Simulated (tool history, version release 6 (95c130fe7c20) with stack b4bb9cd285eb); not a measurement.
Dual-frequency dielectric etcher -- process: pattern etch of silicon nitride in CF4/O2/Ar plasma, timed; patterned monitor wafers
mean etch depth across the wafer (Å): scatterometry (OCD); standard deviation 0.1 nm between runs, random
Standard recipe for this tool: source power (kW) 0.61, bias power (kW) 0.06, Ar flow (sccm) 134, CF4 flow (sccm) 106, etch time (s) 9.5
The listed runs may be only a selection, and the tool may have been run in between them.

run	hour	source power (kW)	bias power (kW)	Ar flow (sccm)	CF4 flow (sccm)	etch time (s)	read-back reference wafer on the same gauge, depth_nm	mean etch depth across the wafer (Å)
1	0	0.61	0.06	134	106	9.5	22.01	210.6
2	51.5	0.61	0.06	134	106	9.5	22	214.2
3	67	0.61	0.06	134	106	9.5	21.96	210.9
# hour 83.7: gauge calibrated
# hour 91.6: Ar flow controller replaced
# hour 102.4: wet clean of the chamber
# hour 104.2: bias power generator calibrated
# hour 127: upper electrode replaced
4	127.5	0.61	0.06	145	106	11	22	234.8
5	127.8	0.61	0.06	134	123	10.5	22.01	233
6	128.1	0.61	0.06	134	106	9.5	21.99	206.4
7	128.4	0.61	0.06	134	106	9.5	22	207.4
# hour 132.9: source power generator calibrated
# hour 146.8: CF4 flow controller replaced
8	147.3	0.61	0.06	134	106	9.5	22.02	207.1
9	157	0.61	0.049	103	122	11.5	21.99	252
10	174.2	0.61	0.06	134	106	9.5	22	207.1
11	180.4	0.61	0.052	161	87	10.5	22.02	204.2
12	198.3	0.61	0.052	161	87	10.5	21.99	204.7
13	209.2	0.61	0.072	134	106	11.5	21.99	264.8
14	221.2	0.61	0.045	134	84	9.5	21.97	182.1
15	232.9	0.61	0.06	134	106	6.5	21.97	143.2
# hour 239.6: gauge calibrated
16	248.2	0.61	0.068	116	118	11.5	22.04	272.9

Results for each run, recomputed without the tool's hidden state and with each run's random variation untouched:
Unlogged tool condition in this case: etch rate over this chamber's usual, %; source power that arrives over what is set, %; bias power that arrives over what is set, %; Ar flow that arrives over what is set, %; CF4 flow that arrives over what is set, %; gauge reads high (%).
run	mean etch depth across the wafer (Å)
1	204.1
2	206.1
3	202.5
4	233.2
5	231.4
6	205
7	205.9
8	205.1
9	249.3
10	204.4
11	201.3
12	201.4
13	260.1
14	178.5
15	140.2
16	266.6

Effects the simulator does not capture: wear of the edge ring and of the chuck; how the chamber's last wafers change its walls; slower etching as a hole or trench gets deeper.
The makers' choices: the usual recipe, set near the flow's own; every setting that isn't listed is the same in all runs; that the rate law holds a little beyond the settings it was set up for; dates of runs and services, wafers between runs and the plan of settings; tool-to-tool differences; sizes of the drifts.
